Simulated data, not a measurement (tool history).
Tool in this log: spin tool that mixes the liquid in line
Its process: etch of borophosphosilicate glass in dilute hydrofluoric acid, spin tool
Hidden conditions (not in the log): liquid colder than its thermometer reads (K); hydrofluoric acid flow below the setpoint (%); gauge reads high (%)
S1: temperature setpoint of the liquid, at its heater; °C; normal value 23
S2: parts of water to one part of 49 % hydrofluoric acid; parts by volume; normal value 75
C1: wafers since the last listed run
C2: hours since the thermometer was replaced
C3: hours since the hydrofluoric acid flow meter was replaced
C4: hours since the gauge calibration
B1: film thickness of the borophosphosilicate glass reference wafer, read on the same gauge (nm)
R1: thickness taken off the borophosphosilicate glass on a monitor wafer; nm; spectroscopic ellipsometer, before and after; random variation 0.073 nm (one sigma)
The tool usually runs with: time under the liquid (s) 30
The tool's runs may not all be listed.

Run 1, hour 0: usual settings but S2 55 parts by volume; C1 0; C2 181.6; C3 1211.7; C4 453.1; B1 100.05. Result: R1 28.4 nm.
Run 2, hour 10.1: usual settings but S2 55 parts by volume; C1 178; C2 191.7; C3 1221.8; C4 463.2; B1 99.98. Result: R1 28.4 nm.
Run 3, hour 20.5: usual settings but time under the liquid (s) 45; C1 183; C2 202.1; C3 1232.2; C4 473.6; B1 99.95. Result: R1 30.34 nm.
Run 4, hour 31.1: usual settings but time under the liquid (s) 45; C1 186; C2 212.7; C3 1242.8; C4 484.2; B1 100.01. Result: R1 30.22 nm.
Run 5, hour 42.8: usual settings but time under the liquid (s) 45; C1 206; C2 224.4; C3 1254.5; C4 495.9; B1 99.96. Result: R1 30.17 nm.
Run 6, hour 49.9: usual settings; C1 125; C2 231.5; C3 1261.6; C4 503; B1 100.03. Result: R1 20.12 nm.
Run 7, hour 61.7: usual settings; C1 208; C2 243.3; C3 1273.4; C4 514.8; B1 99.98. Result: R1 20.17 nm.
At hour 61.9: gauge calibrated.
Run 8, hour 70.8: usual settings; C1 160; C2 252.4; C3 1282.5; C4 8.9; B1 100.01. Result: R1 20.11 nm.
Run 9, hour 78.6: usual settings but S2 85 parts by volume; C1 137; C2 260.2; C3 1290.3; C4 16.7; B1 100. Result: R1 17.57 nm.
Run 10, hour 91.9: usual settings but S2 85 parts by volume; C1 234; C2 273.5; C3 1303.6; C4 30; B1 99.94. Result: R1 17.57 nm.
Run 11, hour 100.1: usual settings but S1 21.5 °C; C1 144; C2 281.7; C3 1311.8; C4 38.2; B1 99.96. Result: R1 18.95 nm.
Run 12, hour 110.2: usual settings; C1 178; C2 291.8; C3 1321.9; C4 48.3; B1 99.99. Result: R1 20.11 nm.
Run 13, hour 120.3: usual settings but S1 21 °C; C1 178; C2 301.9; C3 1332; C4 58.4; B1 100.01. Result: R1 18.65 nm.
Run 14, hour 132.4: usual settings but S1 19.5 °C, S2 60 parts by volume; C1 213; C2 314; C3 1344.1; C4 70.5; B1 99.99. Result: R1 22.28 nm.
At hour 138: hydrofluoric acid flow meter replaced.
Run 15, hour 147.9: usual settings; C1 255; C2 329.5; C3 9.9; C4 86; B1 100.02. Result: R1 20.07 nm.
Run 16, hour 159.4: usual settings but S1 25 °C, S2 35 parts by volume, time under the liquid (s) 40; C1 202; C2 341; C3 21.4; C4 97.5; B1 100.03. Result: R1 66.22 nm.
Run 17, hour 166.2: usual settings but S1 18 °C, time under the liquid (s) 15; C1 119; C2 347.8; C3 28.2; C4 104.3; B1 99.99. Result: R1 8.17 nm.
Run 18, hour 175: usual settings but S1 27 °C, S2 60 parts by volume, time under the liquid (s) 15; C1 155; C2 356.6; C3 37; C4 113.1; B1 100. Result: R1 15 nm.
Run 19, hour 187.2: usual settings; C1 215; C2 368.8; C3 49.2; C4 125.3; B1 100. Result: R1 20.09 nm.
Run 20, hour 224.3: usual settings; C1 654; C2 405.9; C3 86.3; C4 162.4; B1 100.01. Result: R1 20.24 nm.
Run 21, hour 230.5: usual settings but time under the liquid (s) 20; C1 109; C2 412.1; C3 92.5; C4 168.6; B1 99.99. Result: R1 13.43 nm.
Run 22, hour 242.6: usual settings but S1 24.5 °C, time under the liquid (s) 25; C1 213; C2 424.2; C3 104.6; C4 180.7; B1 100.03. Result: R1 17.95 nm.
Run 23, hour 254.3: usual settings but S1 27 °C, time under the liquid (s) 45; C1 206; C2 435.9; C3 116.3; C4 192.4; B1 99.96. Result: R1 35.67 nm.
At hour 261.3: thermometer replaced.
Run 24, hour 267.6: usual settings but S1 21.5 °C, S2 50 parts by volume; C1 216; C2 6.3; C3 129.6; C4 205.7; B1 100.02. Result: R1 29.57 nm.
Run 25, hour 308: usual settings but time under the liquid (s) 15; C1 712; C2 46.7; C3 170; C4 246.1; B1 99.96. Result: R1 10.1 nm.
Run 26, hour 321.9: usual settings but S1 27.5 °C; C1 245; C2 60.6; C3 183.9; C4 260; B1 100. Result: R1 24.06 nm.
Run 27, hour 330.6: usual settings but S1 27.5 °C, S2 45 parts by volume, time under the liquid (s) 15; C1 153; C2 69.3; C3 192.6; C4 268.7; B1 100.01. Result: R1 21.1 nm.
Run 28, hour 338.5: usual settings but S1 27 °C; C1 139; C2 77.2; C3 200.5; C4 276.6; B1 100. Result: R1 23.7 nm.
Run 29, hour 350.2: usual settings but S1 26.5 °C, S2 55 parts by volume; C1 206; C2 88.9; C3 212.2; C4 288.3; B1 100.02. Result: R1 32.52 nm.
Run 30, hour 356.2: usual settings but S2 85 parts by volume; C1 105; C2 94.9; C3 218.2; C4 294.3; B1 99.98. Result: R1 17.54 nm.
Run 31, hour 369.9: usual settings but S2 95 parts by volume, time under the liquid (s) 35; C1 241; C2 108.6; C3 231.9; C4 308; B1 100.02. Result: R1 18.18 nm.
Run 32, hour 386.1: usual settings; C1 285; C2 124.8; C3 248.1; C4 324.2; B1 100.02. Result: R1 20.07 nm.

What if the next run were any one of these 4? Each begins from the tool's condition after run 32:
Run A, hour 386.5: usual settings but time under the liquid (s) 25; C1 7; C2 125.2; C3 248.5; C4 324.6; B1 ?. Result: R1 ?.
Run B, hour 386.5: usual settings but S1 27.5 °C, S2 110 parts by volume; C1 7; C2 125.2; C3 248.5; C4 324.6; B1 ?. Result: R1 ?.
Run C, hour 386.5: usual settings but S1 19 °C, time under the liquid (s) 15; C1 7; C2 125.2; C3 248.5; C4 324.6; B1 ?. Result: R1 ?.
Run D, hour 386.5: usual settings but S1 26 °C, S2 110 parts by volume; C1 7; C2 125.2; C3 248.5; C4 324.6; B1 ?. Result: R1 ?.

run     B1     R1
  A  99.98   16.9
  B  99.98  15.79
  C  99.98   8.59
  D  99.98  14.91
With no hidden state in the tool, these same runs would have given:
run     R1
  A   16.9
  B  15.79
  C   8.59
  D  14.91

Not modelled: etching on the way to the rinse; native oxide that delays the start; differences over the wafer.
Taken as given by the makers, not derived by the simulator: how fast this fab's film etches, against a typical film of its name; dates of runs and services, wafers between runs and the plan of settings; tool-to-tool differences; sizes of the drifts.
